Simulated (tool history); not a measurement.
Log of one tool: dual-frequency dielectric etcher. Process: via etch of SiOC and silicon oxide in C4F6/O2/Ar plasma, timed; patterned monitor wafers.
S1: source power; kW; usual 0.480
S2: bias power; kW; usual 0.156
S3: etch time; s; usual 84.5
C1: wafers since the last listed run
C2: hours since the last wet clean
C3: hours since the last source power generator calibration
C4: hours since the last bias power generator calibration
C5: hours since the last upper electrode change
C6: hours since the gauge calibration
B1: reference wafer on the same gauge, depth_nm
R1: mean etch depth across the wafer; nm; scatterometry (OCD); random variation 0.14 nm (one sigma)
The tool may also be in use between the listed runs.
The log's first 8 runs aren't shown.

run   hour     S1     S2     S3   C1     C2      C3      C4     C5     C6    B1     R1
  9  107.5  0.480  0.156   84.5  133  312.7  1475.6  2837.7   40.1  101.7  84.8   91.7
 10  121.1  0.480  0.156   84.5  176  326.3  1489.2  2851.3   53.7  115.3  84.8   91.5
     132.5  -- source power generator calibrated
 11  133.0  0.480  0.156   84.5  102  338.2     0.5  2863.2   65.6  127.2  84.8   93.1
 12  147.0  0.480  0.156   84.5  181  352.2    14.5  2877.2   79.6  141.2  84.8   92.9
 13  153.8  0.480  0.156   84.5   88  359.0    21.3  2884.0   86.4  148.0  84.8   93.0
     163.8  -- bias power generator calibrated
 14  164.3  0.420  0.130   84.5   84  369.5    31.8     0.5   96.9  158.5  84.8   83.5
 15  179.0  0.390  0.135  109.5  190  384.2    46.5    15.2  111.6  173.2  84.8  106.0
 16  195.0  0.480  0.156  106.5  207  400.2    62.5    31.2  127.6  189.2  84.8  117.1
 17  206.6  0.480  0.156   84.5  150  411.8    74.1    42.8  139.2  200.8  84.8   93.2
 18  216.3  0.480  0.135  102.5  125  421.5    83.8    52.5  148.9  210.5  84.8  107.7
 19  227.1  0.540  0.156   84.5  139  432.3    94.6    63.3  159.7  221.3  84.8   97.2
 20  244.3  0.480  0.156   84.5  222  449.5   111.8    80.5  176.9  238.5  84.8   92.6
     268.7  -- wet clean of the chamber
 21  269.2  0.480  0.156   96.5   11    0.5   136.7   105.4  201.8  263.4  84.8  107.2
 22  269.5  0.370  0.128   84.5    3    0.8   137.0   105.7  202.1  263.7  84.8   79.9
 23  279.8  0.520  0.167   95.5  133   11.1   147.3   116.0  212.4  274.0  84.8  111.6
 24  289.6  0.480  0.145   76.5  126   20.9   157.1   125.8  222.2  283.8  84.8   83.0
 25  297.3  0.580  0.180   72.0   99   28.6   164.8   133.5  229.9  291.5  84.8   90.0
 26  337.2  0.480  0.145  106.5  516   68.5   204.7   173.4  269.8  331.4  84.8  115.1
 27  344.6  0.400  0.134   78.0   95   75.9   212.1   180.8  277.2  338.8  84.8   76.7
 28  351.1  0.480  0.156   84.5   84   82.4   218.6   187.3  283.7  345.3  84.8   93.7
 29  366.9  0.600  0.188   94.5  204   98.2   234.4   203.1  299.5  361.1  84.8  121.1
 30  380.6  0.580  0.156   84.5  177  111.9   248.1   216.8  313.2  374.8  84.8  100.7
 31  387.3  0.480  0.156   84.5   86  118.6   254.8   223.5  319.9  381.5  84.8   93.5

Forecast each of these 3 alternatives for the next run:
  A  387.7  0.480  0.185   84.5   5  119.0  255.2  223.9  320.3  381.9   ?   ?
  B  387.7  0.570  0.131  100.0   5  119.0  255.2  223.9  320.3  381.9   ?   ?
  C  387.7  0.570  0.156   84.5   5  119.0  255.2  223.9  320.3  381.9   ?   ?

run    B1     R1
  A  84.8   98.7
  B  84.8  112.3
  C  84.8  100.0
Without the tool's hidden state the same runs would have given:
run     R1
  A   99.3
  B  113.0
  C  100.6

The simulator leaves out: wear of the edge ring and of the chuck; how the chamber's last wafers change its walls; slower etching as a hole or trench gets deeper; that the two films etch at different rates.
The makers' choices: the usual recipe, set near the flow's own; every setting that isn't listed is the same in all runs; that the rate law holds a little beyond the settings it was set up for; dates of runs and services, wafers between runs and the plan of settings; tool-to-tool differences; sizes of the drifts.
